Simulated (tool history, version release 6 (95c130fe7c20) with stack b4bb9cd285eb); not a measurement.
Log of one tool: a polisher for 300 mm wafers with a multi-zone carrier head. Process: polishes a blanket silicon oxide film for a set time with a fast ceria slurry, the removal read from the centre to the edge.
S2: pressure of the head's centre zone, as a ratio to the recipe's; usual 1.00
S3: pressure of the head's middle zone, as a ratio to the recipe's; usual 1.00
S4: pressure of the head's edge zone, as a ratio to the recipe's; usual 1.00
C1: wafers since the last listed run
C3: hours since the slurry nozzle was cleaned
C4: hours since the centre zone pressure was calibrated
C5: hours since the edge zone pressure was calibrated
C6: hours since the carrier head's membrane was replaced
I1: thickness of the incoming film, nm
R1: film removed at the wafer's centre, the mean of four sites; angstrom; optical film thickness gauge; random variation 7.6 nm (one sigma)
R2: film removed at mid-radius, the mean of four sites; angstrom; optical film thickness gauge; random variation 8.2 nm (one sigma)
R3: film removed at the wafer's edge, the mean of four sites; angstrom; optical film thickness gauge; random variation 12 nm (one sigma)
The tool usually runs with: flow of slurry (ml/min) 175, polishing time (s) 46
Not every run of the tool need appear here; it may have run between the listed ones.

{"run": 1, "hour": 0.0, "flow of slurry (ml/min)": 175, "S2": 0.96, "S3": 1.0, "S4": 1.0, "polishing time (s)": 46, "C1": 0, "wafers polished on this pad": 4545, "C3": 325.5, "C4": 82.9, "C5": 19.1, "C6": 640.5, "I1": 3565.5, "R1": 8730, "R2": 9318, "R3": 9670}
{"hour": 36.0, "done": "worn pad replaced by a new one"}
{"run": 2, "hour": 63.4, "flow of slurry (ml/min)": 175, "S2": 0.96, "S3": 1.0, "S4": 1.0, "polishing time (s)": 46, "C1": 798, "wafers polished on this pad": 368, "C3": 388.9, "C4": 146.3, "C5": 82.5, "C6": 703.9, "I1": 3634.6, "R1": 8640, "R2": 9236, "R3": 9289}
{"run": 3, "hour": 108.5, "flow of slurry (ml/min)": 175, "S2": 1.08, "S3": 1.0, "S4": 1.0, "polishing time (s)": 33, "C1": 606, "wafers polished on this pad": 974, "C3": 434.0, "C4": 191.4, "C5": 127.6, "C6": 749.0, "I1": 3656.1, "R1": 7130, "R2": 6694, "R3": 6912}
{"run": 4, "hour": 158.8, "flow of slurry (ml/min)": 175, "S2": 1.08, "S3": 1.0, "S4": 1.0, "polishing time (s)": 33, "C1": 675, "wafers polished on this pad": 1650, "C3": 484.3, "C4": 241.7, "C5": 177.9, "C6": 799.3, "I1": 3592.0, "R1": 7020, "R2": 6628, "R3": 6878}
{"run": 5, "hour": 247.4, "flow of slurry (ml/min)": 175, "S2": 1.08, "S3": 1.0, "S4": 1.0, "polishing time (s)": 33, "C1": 1190, "wafers polished on this pad": 2840, "C3": 572.9, "C4": 330.3, "C5": 266.5, "C6": 887.9, "I1": 3581.4, "R1": 6989, "R2": 6573, "R3": 6787}
{"run": 6, "hour": 291.4, "flow of slurry (ml/min)": 175, "S2": 1.0, "S3": 1.06, "S4": 1.0, "polishing time (s)": 42, "C1": 591, "wafers polished on this pad": 3431, "C3": 616.9, "C4": 374.3, "C5": 310.5, "C6": 931.9, "I1": 3552.0, "R1": 8236, "R2": 8740, "R3": 8530}
{"hour": 362.8, "done": "worn pad replaced by a new one"}
{"run": 7, "hour": 372.8, "flow of slurry (ml/min)": 175, "S2": 1.0, "S3": 1.06, "S4": 1.0, "polishing time (s)": 42, "C1": 1040, "wafers polished on this pad": 133, "C3": 698.3, "C4": 455.7, "C5": 391.9, "C6": 1013.3, "I1": 3584.5, "R1": 8210, "R2": 8599, "R3": 8583}
{"hour": 383.2, "done": "slurry nozzle cleaned"}
{"run": 8, "hour": 454.1, "flow of slurry (ml/min)": 175, "S2": 1.0, "S3": 1.06, "S4": 1.0, "polishing time (s)": 42, "C1": 1079, "wafers polished on this pad": 1212, "C3": 70.9, "C4": 537.0, "C5": 473.2, "C6": 1094.6, "I1": 3580.0, "R1": 7883, "R2": 8334, "R3": 8421}
{"run": 9, "hour": 541.6, "flow of slurry (ml/min)": 175, "S2": 1.0, "S3": 1.0, "S4": 1.0, "polishing time (s)": 46, "C1": 1175, "wafers polished on this pad": 2388, "C3": 158.4, "C4": 624.5, "C5": 560.7, "C6": 1182.1, "I1": 3538.8, "R1": 8553, "R2": 8701, "R3": 9112}
{"hour": 616.8, "done": "slurry nozzle cleaned, repeated, since the last time left the tool worse"}
{"run": 10, "hour": 624.6, "flow of slurry (ml/min)": 175, "S2": 1.0, "S3": 1.0, "S4": 1.0, "polishing time (s)": 46, "C1": 1101, "wafers polished on this pad": 3490, "C3": 7.8, "C4": 707.5, "C5": 643.7, "C6": 1265.1, "I1": 3554.2, "R1": 9223, "R2": 9489, "R3": 9621}
{"hour": 668.4, "done": "worn pad replaced by a new one"}
{"run": 11, "hour": 724.2, "flow of slurry (ml/min)": 175, "S2": 1.06, "S3": 1.0, "S4": 0.93, "polishing time (s)": 46, "C1": 1284, "wafers polished on this pad": 749, "C3": 107.4, "C4": 807.1, "C5": 743.3, "C6": 1364.7, "I1": 3597.1, "R1": 9893, "R2": 9427, "R3": 9542}
{"run": 12, "hour": 787.3, "flow of slurry (ml/min)": 175, "S2": 1.0, "S3": 1.0, "S4": 0.92, "polishing time (s)": 46, "C1": 847, "wafers polished on this pad": 1597, "C3": 170.5, "C4": 870.2, "C5": 806.4, "C6": 1427.8, "I1": 3634.7, "R1": 9286, "R2": 9464, "R3": 9401}

For run 13, what comes out?
{"hour": 808.8, "done": "edge zone pressure recalibrated"}
{"run": 13, "hour": 884.2, "flow of slurry (ml/min)": 190, "S2": 1.0, "S3": 1.0, "S4": 1.0, "polishing time (s)": 46, "C1": 1275, "wafers polished on this pad": 2872, "C3": 267.4, "C4": 967.1, "C5": 75.4, "C6": 1524.7, "I1": 3614.1, "R1": "?", "R2": "?", "R3": "?"}

Run 13 measured R1 9317 angstrom, R2 9473 angstrom, R3 9513 angstrom.
Had the tool carried no hidden state, the very same run would have given R1 9434 angstrom, R2 9581 angstrom, R3 9592 angstrom.

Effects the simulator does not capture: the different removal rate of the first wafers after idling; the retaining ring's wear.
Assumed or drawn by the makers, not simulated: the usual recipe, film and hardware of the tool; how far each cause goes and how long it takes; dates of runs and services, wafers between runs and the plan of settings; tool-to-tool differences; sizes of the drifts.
